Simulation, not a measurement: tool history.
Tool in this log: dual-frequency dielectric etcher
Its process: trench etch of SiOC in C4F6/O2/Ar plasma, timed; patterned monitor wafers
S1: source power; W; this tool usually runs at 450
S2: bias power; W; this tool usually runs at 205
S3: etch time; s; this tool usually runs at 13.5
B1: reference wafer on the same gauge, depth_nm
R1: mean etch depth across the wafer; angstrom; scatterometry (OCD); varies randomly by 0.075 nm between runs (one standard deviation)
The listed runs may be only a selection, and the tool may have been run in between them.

{"run": 1, "day": 0.0, "S1": 380, "S2": 205, "S3": 13.5, "B1": 33.59, "R1": 270.3}
{"run": 2, "day": 3.171, "S1": 450, "S2": 205, "S3": 13.5, "B1": 33.6, "R1": 294.9}
{"run": 3, "day": 5.692, "S1": 450, "S2": 205, "S3": 13.5, "B1": 33.6, "R1": 294.8}
{"run": 4, "day": 7.858, "S1": 450, "S2": 205, "S3": 13.5, "B1": 33.63, "R1": 296.6}
{"run": 5, "day": 10.212, "S1": 450, "S2": 205, "S3": 13.5, "B1": 33.54, "R1": 295.1}
{"run": 6, "day": 14.067, "S1": 450, "S2": 205, "S3": 13.5, "B1": 33.61, "R1": 295.5}
{"run": 7, "day": 16.542, "S1": 450, "S2": 233, "S3": 13.5, "B1": 33.62, "R1": 308.6}
{"run": 8, "day": 25.529, "S1": 450, "S2": 205, "S3": 13.5, "B1": 33.62, "R1": 293.3}
{"run": 9, "day": 28.958, "S1": 450, "S2": 205, "S3": 13.5, "B1": 33.58, "R1": 292.5}
{"run": 10, "day": 30.879, "S1": 450, "S2": 205, "S3": 13.5, "B1": 33.62, "R1": 293.9}
{"run": 11, "day": 34.942, "S1": 500, "S2": 205, "S3": 10.0, "B1": 33.61, "R1": 228.6}
{"run": 12, "day": 38.321, "S1": 450, "S2": 205, "S3": 13.5, "B1": 33.58, "R1": 292.6}
{"run": 13, "day": 42.083, "S1": 530, "S2": 162, "S3": 13.5, "B1": 33.62, "R1": 293.0}
{"run": 14, "day": 46.321, "S1": 450, "S2": 232, "S3": 13.5, "B1": 33.59, "R1": 305.2}
{"run": 15, "day": 50.779, "S1": 450, "S2": 205, "S3": 13.5, "B1": 33.57, "R1": 293.6}
{"run": 16, "day": 53.583, "S1": 450, "S2": 205, "S3": 13.5, "B1": 33.59, "R1": 293.9}
{"run": 17, "day": 55.742, "S1": 450, "S2": 205, "S3": 13.5, "B1": 33.58, "R1": 294.7}
{"run": 18, "day": 59.121, "S1": 510, "S2": 184, "S3": 17.0, "B1": 33.62, "R1": 379.9}
{"run": 19, "day": 61.892, "S1": 450, "S2": 205, "S3": 13.5, "B1": 33.61, "R1": 294.3}
{"run": 20, "day": 63.467, "S1": 450, "S2": 154, "S3": 13.5, "B1": 33.59, "R1": 267.7}
{"run": 21, "day": 65.242, "S1": 450, "S2": 205, "S3": 13.5, "B1": 33.65, "R1": 294.2}
{"run": 22, "day": 66.896, "S1": 510, "S2": 169, "S3": 10.0, "B1": 33.59, "R1": 216.4}
{"run": 23, "day": 70.025, "S1": 550, "S2": 225, "S3": 10.5, "B1": 33.6, "R1": 259.9}
{"run": 24, "day": 73.15, "S1": 450, "S2": 205, "S3": 13.5, "B1": 33.62, "R1": 294.5}
{"run": 25, "day": 76.483, "S1": 400, "S2": 159, "S3": 16.0, "B1": 33.59, "R1": 303.8}
{"run": 26, "day": 79.083, "S1": 380, "S2": 242, "S3": 11.5, "B1": 33.59, "R1": 246.2}
{"run": 27, "day": 82.129, "S1": 490, "S2": 167, "S3": 16.0, "B1": 33.57, "R1": 340.7}
{"run": 28, "day": 85.825, "S1": 480, "S2": 249, "S3": 15.5, "B1": 33.56, "R1": 373.8}
{"run": 29, "day": 87.762, "S1": 450, "S2": 248, "S3": 13.5, "B1": 33.6, "R1": 313.9}
{"run": 30, "day": 90.562, "S1": 450, "S2": 250, "S3": 17.0, "B1": 33.61, "R1": 397.7}

Removed from this log: 8 entries logged between the listed runs. Between which two listed runs does each belong, and how does the tool's hidden state at the listed run before it compare with that at the listed run after it?
Runs 2 to 3: wet clean of the chamber (day 5.671)
  bias power that arrives over what is set, %: 2.94 -> 3.17
  measured value less the no-hidden-state value, R1: +2.8 -> +2.9 angstrom
Runs 7 to 8: bias power generator calibrated (day 23.054)
  bias power that arrives over what is set, %: 4.25 -> 1.25
  measured value less the no-hidden-state value, R1: +4.2 -> +1.2 angstrom
Runs 9 to 10: wet clean of the chamber (day 30.517)
  bias power that arrives over what is set, %: 1.27 -> 1.29
  measured value less the no-hidden-state value, R1: +1.2 -> +1.2 angstrom
Runs 12 to 13: gauge calibrated (day 39.167)
  bias power that arrives over what is set, %: 1.41 -> 1.5
  measured value less the no-hidden-state value, R1: +1.4 -> +1.3 angstrom
Runs 15 to 16: wet clean of the chamber (day 53.512)
  bias power that arrives over what is set, %: 1.78 -> 1.89
  measured value less the no-hidden-state value, R1: +1.7 -> +1.8 angstrom
Runs 16 to 17: source power generator calibrated (day 54.283)
  bias power that arrives over what is set, %: 1.89 -> 1.98
  measured value less the no-hidden-state value, R1: +1.8 -> +1.8 angstrom
Runs 19 to 20: upper electrode replaced (day 63.408)
  bias power that arrives over what is set, %: 2.29 -> 2.37
  measured value less the no-hidden-state value, R1: +2.2 -> +1.9 angstrom
Runs 25 to 26: wet clean of the chamber (day 79.062)
  bias power that arrives over what is set, %: 3.21 -> 3.41
  measured value less the no-hidden-state value, R1: +3.0 -> +2.8 angstrom
